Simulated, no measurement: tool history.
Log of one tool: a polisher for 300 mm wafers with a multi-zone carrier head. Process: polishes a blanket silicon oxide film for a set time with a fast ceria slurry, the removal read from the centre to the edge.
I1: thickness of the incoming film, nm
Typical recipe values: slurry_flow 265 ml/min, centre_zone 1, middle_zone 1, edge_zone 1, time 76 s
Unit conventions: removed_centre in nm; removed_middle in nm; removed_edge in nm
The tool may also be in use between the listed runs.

{"run": 1, "day": 0.0, "slurry_flow": 205, "centre_zone": 1, "middle_zone": 1, "edge_zone": 1, "time": 76, "I1": 3449.2, "removed_centre": 1011.6, "removed_middle": 986.4, "removed_edge": 1021.7}
{"run": 2, "day": 0.688, "slurry_flow": 205, "centre_zone": 1, "middle_zone": 1, "edge_zone": 1, "time": 76, "I1": 3455.4, "removed_centre": 995.5, "removed_middle": 991.6, "removed_edge": 1008.5}
{"run": 3, "day": 1.475, "slurry_flow": 265, "centre_zone": 1, "middle_zone": 1, "edge_zone": 1, "time": 76, "I1": 3403.7, "removed_centre": 1014.5, "removed_middle": 1011.5, "removed_edge": 1027.4}
{"run": 4, "day": 3.958, "slurry_flow": 265, "centre_zone": 1, "middle_zone": 1, "edge_zone": 1, "time": 76, "I1": 3395.8, "removed_centre": 1004.8, "removed_middle": 1013.1, "removed_edge": 1029.6}
{"run": 5, "day": 5.008, "slurry_flow": 265, "centre_zone": 1, "middle_zone": 1, "edge_zone": 1, "time": 76, "I1": 3452, "removed_centre": 992.4, "removed_middle": 1027.7, "removed_edge": 1021.1}
{"run": 6, "day": 5.8, "slurry_flow": 265, "centre_zone": 1, "middle_zone": 1, "edge_zone": 1, "time": 76, "I1": 3416.3, "removed_centre": 1016.8, "removed_middle": 1028.2, "removed_edge": 1039.1}
{"run": 7, "day": 7.117, "slurry_flow": 265, "centre_zone": 1, "middle_zone": 1, "edge_zone": 1, "time": 76, "I1": 3479.5, "removed_centre": 1014.9, "removed_middle": 1012.6, "removed_edge": 1037.6}
{"run": 8, "day": 11.162, "slurry_flow": 240, "centre_zone": 1, "middle_zone": 1, "edge_zone": 1, "time": 83, "I1": 3480.3, "removed_centre": 1018.1, "removed_middle": 1097.6, "removed_edge": 1113.1}
{"run": 9, "day": 14.108, "slurry_flow": 180, "centre_zone": 0.89, "middle_zone": 1, "edge_zone": 1, "time": 101, "I1": 3406, "removed_centre": 1208.7, "removed_middle": 1324.3, "removed_edge": 1330.2}
{"run": 10, "day": 15.129, "slurry_flow": 265, "centre_zone": 1, "middle_zone": 1, "edge_zone": 1, "time": 76, "I1": 3496.5, "removed_centre": 1026, "removed_middle": 1009.7, "removed_edge": 1032.5}
{"run": 11, "day": 18.817, "slurry_flow": 265, "centre_zone": 1, "middle_zone": 1.1, "edge_zone": 1, "time": 95, "I1": 3455.1, "removed_centre": 1235, "removed_middle": 1383.6, "removed_edge": 1294.1}
{"run": 12, "day": 19.842, "slurry_flow": 265, "centre_zone": 0.93, "middle_zone": 0.91, "edge_zone": 1, "time": 69, "I1": 3489, "removed_centre": 822.1, "removed_middle": 845.2, "removed_edge": 932.1}
{"run": 13, "day": 21.317, "slurry_flow": 265, "centre_zone": 1, "middle_zone": 1, "edge_zone": 1, "time": 76, "I1": 3410.8, "removed_centre": 972.7, "removed_middle": 1023.9, "removed_edge": 1021.9}
{"run": 14, "day": 22.158, "slurry_flow": 265, "centre_zone": 1, "middle_zone": 0.96, "edge_zone": 0.93, "time": 76, "I1": 3433.4, "removed_centre": 961.9, "removed_middle": 973.4, "removed_edge": 1024.2}
{"run": 15, "day": 22.717, "slurry_flow": 265, "centre_zone": 1, "middle_zone": 1, "edge_zone": 1, "time": 76, "I1": 3395.3, "removed_centre": 954.2, "removed_middle": 1017.5, "removed_edge": 1042.6}
{"run": 16, "day": 23.312, "slurry_flow": 295, "centre_zone": 1, "middle_zone": 1, "edge_zone": 1, "time": 50, "I1": 3410.4, "removed_centre": 617.1, "removed_middle": 669.2, "removed_edge": 682.3}

Removed from this log: 9 entries logged between the listed runs. Between which two listed runs does each belong, and how does the tool's hidden state at the listed run before it compare with that at the listed run after it?
Runs 3 to 4: worn pad replaced by a new one (day 3.85)
  deviation of the centre zone's pressure from its setpoint, %: -0.222 -> -1.23
  measured less the result without the state, removed_centre: -2.3 -> -12.5 nm
Runs 7 to 8: worn pad replaced by a new one (day 8.246); slurry nozzle cleaned (day 8.871); carrier head's membrane replaced by a new one (day 9.342)
  deviation of the centre zone's pressure from its setpoint, %: -3.58 -> -8.36
  measured less the result without the state, removed_centre: -38.1 -> -93.7 nm
Runs 8 to 9: edge zone pressure recalibrated (day 11.975); centre zone pressure recalibrated (day 12.2); worn pad replaced by a new one, of another model than before (day 12.812)
  deviation of the centre zone's pressure from its setpoint, %: -8.36 -> -0.998
  measured less the result without the state, removed_centre: -93.7 -> -12.4 nm
Runs 10 to 11: worn pad replaced by a new one (day 17.433)
  deviation of the centre zone's pressure from its setpoint, %: -1.3 -> -3.42
  measured less the result without the state, removed_centre: -13.6 -> -44.1 nm
Runs 13 to 14: worn pad replaced by a new one (day 21.942)
  deviation of the centre zone's pressure from its setpoint, %: -5.8 -> -6.77
  measured less the result without the state, removed_centre: -60.4 -> -70.5 nm
